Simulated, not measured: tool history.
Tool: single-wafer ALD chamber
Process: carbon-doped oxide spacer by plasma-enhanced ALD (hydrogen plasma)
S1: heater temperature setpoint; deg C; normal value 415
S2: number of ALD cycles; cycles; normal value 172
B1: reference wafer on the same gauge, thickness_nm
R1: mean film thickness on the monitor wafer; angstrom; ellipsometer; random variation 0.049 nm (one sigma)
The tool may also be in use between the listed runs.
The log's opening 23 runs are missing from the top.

{"run": 24, "hour": 2022.9, "S1": 401, "S2": 172, "B1": 7.391, "R1": 91.96}
{"run": 25, "hour": 2069.3, "S1": 415, "S2": 172, "B1": 7.409, "R1": 89.3}
{"run": 26, "hour": 2158.9, "S1": 415, "S2": 172, "B1": 7.443, "R1": 89.03}
{"hour": 2215.5, "done": "gauge calibrated"}
{"run": 27, "hour": 2219.5, "S1": 415, "S2": 172, "B1": 7.095, "R1": 84.89}
{"run": 28, "hour": 2280.3, "S1": 415, "S2": 196, "B1": 7.073, "R1": 96.11}
{"run": 29, "hour": 2386.2, "S1": 402, "S2": 201, "B1": 7.087, "R1": 102.19}
{"run": 30, "hour": 2431.5, "S1": 415, "S2": 172, "B1": 7.09, "R1": 85.1}
{"run": 31, "hour": 2480.2, "S1": 425, "S2": 138, "B1": 7.1, "R1": 65.66}
{"hour": 2515.3, "done": "thermocouple changed; heater temperature recalibrated"}
{"run": 32, "hour": 2535.8, "S1": 409, "S2": 191, "B1": 7.088, "R1": 96.29}
{"run": 33, "hour": 2616.8, "S1": 428, "S2": 154, "B1": 7.105, "R1": 73.6}
{"run": 34, "hour": 2679.1, "S1": 415, "S2": 193, "B1": 7.11, "R1": 95.71}
{"run": 35, "hour": 2741.4, "S1": 415, "S2": 163, "B1": 7.105, "R1": 80.34}
{"run": 36, "hour": 2801.6, "S1": 425, "S2": 172, "B1": 7.107, "R1": 82.8}
{"run": 37, "hour": 2845.4, "S1": 404, "S2": 153, "B1": 7.113, "R1": 78.06}
{"run": 38, "hour": 2924.5, "S1": 406, "S2": 172, "B1": 7.129, "R1": 87.99}
{"run": 39, "hour": 3003.4, "S1": 401, "S2": 205, "B1": 7.129, "R1": 106.12}
{"run": 40, "hour": 3062.6, "S1": 430, "S2": 172, "B1": 7.142, "R1": 82.26}

Predict each of these 5 candidate next runs independently; none follows another, all start after run 40:
{"run": "A", "hour": 3063.3, "S1": 420, "S2": 172, "B1": "?", "R1": "?"}
{"run": "B", "hour": 3063.3, "S1": 415, "S2": 188, "B1": "?", "R1": "?"}
{"run": "C", "hour": 3063.3, "S1": 419, "S2": 172, "B1": "?", "R1": "?"}
{"run": "D", "hour": 3063.3, "S1": 415, "S2": 191, "B1": "?", "R1": "?"}
{"run": "E", "hour": 3063.3, "S1": 411, "S2": 185, "B1": "?", "R1": "?"}

run=A B1=7.133 R1=83.41
run=B B1=7.133 R1=92.44
run=C B1=7.133 R1=83.64
run=D B1=7.133 R1=93.92
run=E B1=7.133 R1=91.97
Take away the tool's hidden state, keep each run's random variation, and the runs would have read:
run=A R1=82.89
run=B R1=91.87
run=C R1=83.12
run=D R1=93.33
run=E R1=91.40
